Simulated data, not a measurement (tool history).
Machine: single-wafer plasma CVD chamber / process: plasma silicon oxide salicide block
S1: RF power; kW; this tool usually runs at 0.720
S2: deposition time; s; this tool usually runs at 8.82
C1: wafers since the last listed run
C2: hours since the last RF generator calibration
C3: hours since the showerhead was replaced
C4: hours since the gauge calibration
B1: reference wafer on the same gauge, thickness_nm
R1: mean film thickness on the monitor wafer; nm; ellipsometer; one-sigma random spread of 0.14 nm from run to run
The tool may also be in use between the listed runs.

| run | day | S1 | S2 | C1 | C2 | C3 | C4 | B1 | R1 |
|---|---|---|---|---|---|---|---|---|---|
| 1 | 0.000 | 0.720 | 8.82 | 0 | 2093.1 | 5425.7 | 89.2 | 109.777 | 92.747 |
| 2 | 1.696 | 0.720 | 8.82 | 1050 | 2133.8 | 5466.4 | 129.9 | 109.599 | 92.730 |
| 3 | 3.388 | 0.720 | 8.82 | 1048 | 2174.4 | 5507.0 | 170.5 | 109.494 | 92.629 |
| 4 | 5.142 | 0.720 | 8.82 | 1086 | 2216.5 | 5549.1 | 212.6 | 109.383 | 92.453 |
| 5 | 6.150 | 0.720 | 8.82 | 624 | 2240.7 | 5573.3 | 236.8 | 109.389 | 92.402 |
| 6 | 8.892 | 0.720 | 8.82 | 1698 | 2306.5 | 5639.1 | 302.6 | 109.319 | 92.280 |
| 7 | 10.546 | 0.720 | 8.82 | 1025 | 2346.2 | 5678.8 | 342.3 | 109.287 | 92.285 |
|  | 10.892 | gauge calibrated |
| 8 | 11.658 | 0.855 | 9.70 | 689 | 2372.9 | 5705.5 | 18.4 | 110.106 | 105.790 |

Expected results for the next run?
| 9 | 14.258 | 0.720 | 8.82 | 1611 | 2435.3 | 5767.9 | 80.8 | ? | ? |

B1: 109.735
R1: 92.635 nm
Without the tool's hidden state the same run would have given R1 93.120 nm.

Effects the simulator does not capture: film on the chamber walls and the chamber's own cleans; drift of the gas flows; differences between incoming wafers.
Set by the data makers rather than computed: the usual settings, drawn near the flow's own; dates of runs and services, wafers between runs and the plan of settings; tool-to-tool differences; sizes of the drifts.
